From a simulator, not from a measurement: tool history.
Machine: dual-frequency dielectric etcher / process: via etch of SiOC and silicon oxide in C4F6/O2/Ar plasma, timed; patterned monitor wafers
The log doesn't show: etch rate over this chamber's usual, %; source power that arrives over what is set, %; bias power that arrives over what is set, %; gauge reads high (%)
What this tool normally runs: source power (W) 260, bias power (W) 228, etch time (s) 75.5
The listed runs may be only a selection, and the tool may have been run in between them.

run,hour,source power (W),bias power (W),etch time (s),wafers since the last listed run,hours since the last wet clean,hours since the last source power generator calibration,hours since the last bias power generator calibration,hours since the last upper electrode change,hours since the gauge calibration,"read-back reference wafer on the same gauge, depth_nm",mean etch depth across the wafer (Å)
1,0,260,201,75.5,0,101.7,2077.6,3509.9,3172.6,296,68.7,734
2,20.6,260,228,75.5,192,122.3,2098.2,3530.5,3193.2,316.6,68.8,768
3,42,260,228,75.5,199,143.7,2119.6,3551.9,3214.6,338,68.9,768
4,70.8,260,228,75.5,268,172.5,2148.4,3580.7,3243.4,366.8,68.8,767
5,93.6,260,228,75.5,212,195.3,2171.2,3603.5,3266.2,389.6,68.8,767
6,127.1,260,228,75.5,312,228.8,2204.7,3637,3299.7,423.1,68.8,769
7,163,260,228,75.5,335,264.7,2240.6,3672.9,3335.6,459,68.9,768
8,196.3,230,228,62,310,298,2273.9,3706.2,3368.9,492.3,68.8,599
# hour 228: wet clean of the chamber
9,228.5,230,228,62,76,0.5,2306.1,3738.4,3401.1,524.5,68.9,602
10,240.7,290,228,75.5,113,12.7,2318.3,3750.6,3413.3,536.7,68.8,800
11,276.6,290,228,75.5,335,48.6,2354.2,3786.5,3449.2,572.6,68.7,804
# hour 286.7: gauge calibrated
12,301.7,260,228,75.5,234,73.7,2379.3,3811.6,3474.3,15,68.8,775
13,330.6,280,180,92.5,269,102.6,2408.2,3840.5,3503.2,43.9,68.7,886
# hour 363.9: upper electrode replaced
14,364.4,280,193,86.5,91,136.4,2442,3874.3,0.5,77.7,68.7,853
# hour 387.7: bias power generator calibrated
15,388.2,210,243,75.5,184,160.2,2465.8,0.5,24.3,101.5,68.8,724
16,404.4,290,185,53,151,176.4,2482,16.7,40.5,117.7,68.8,524
17,418.8,260,228,75.5,134,190.8,2496.4,31.1,54.9,132.1,68.8,769
18,440.8,290,228,53.5,205,212.8,2518.4,53.1,76.9,154.1,68.8,572
19,498.2,300,188,62.5,535,270.2,2575.8,110.5,134.3,211.5,68.9,626
20,518.3,320,182,61,187,290.3,2595.9,130.6,154.4,231.6,68.8,620
# hour 538.4: source power generator calibrated
# hour 546.2: wet clean of the chamber
21,619.5,260,228,75.5,834,73.3,81.1,231.8,255.6,332.8,68.8,770
22,635.1,310,176,97.5,145,88.9,96.7,247.4,271.2,348.4,68.8,965
23,647.8,260,228,75.5,118,101.6,109.4,260.1,283.9,361.1,68.8,766
24,679.1,220,249,57,292,132.9,140.7,291.4,315.2,392.4,68.7,561

Branching from run 24: 3 alternative next runs. What would each branch give?
A,679.5,260,228,75.5,3,133.3,141.1,291.8,315.6,392.8,?,?
B,679.5,240,201,63,3,133.3,141.1,291.8,315.6,392.8,?,?
C,679.5,260,228,85,3,133.3,141.1,291.8,315.6,392.8,?,?

run,"read-back reference wafer on the same gauge, depth_nm",mean etch depth across the wafer (Å)
A,68.8,768
B,68.8,592
C,68.8,865
With no hidden state in the tool, these same runs would have given:
run,mean etch depth across the wafer (Å)
A,768
B,592
C,865

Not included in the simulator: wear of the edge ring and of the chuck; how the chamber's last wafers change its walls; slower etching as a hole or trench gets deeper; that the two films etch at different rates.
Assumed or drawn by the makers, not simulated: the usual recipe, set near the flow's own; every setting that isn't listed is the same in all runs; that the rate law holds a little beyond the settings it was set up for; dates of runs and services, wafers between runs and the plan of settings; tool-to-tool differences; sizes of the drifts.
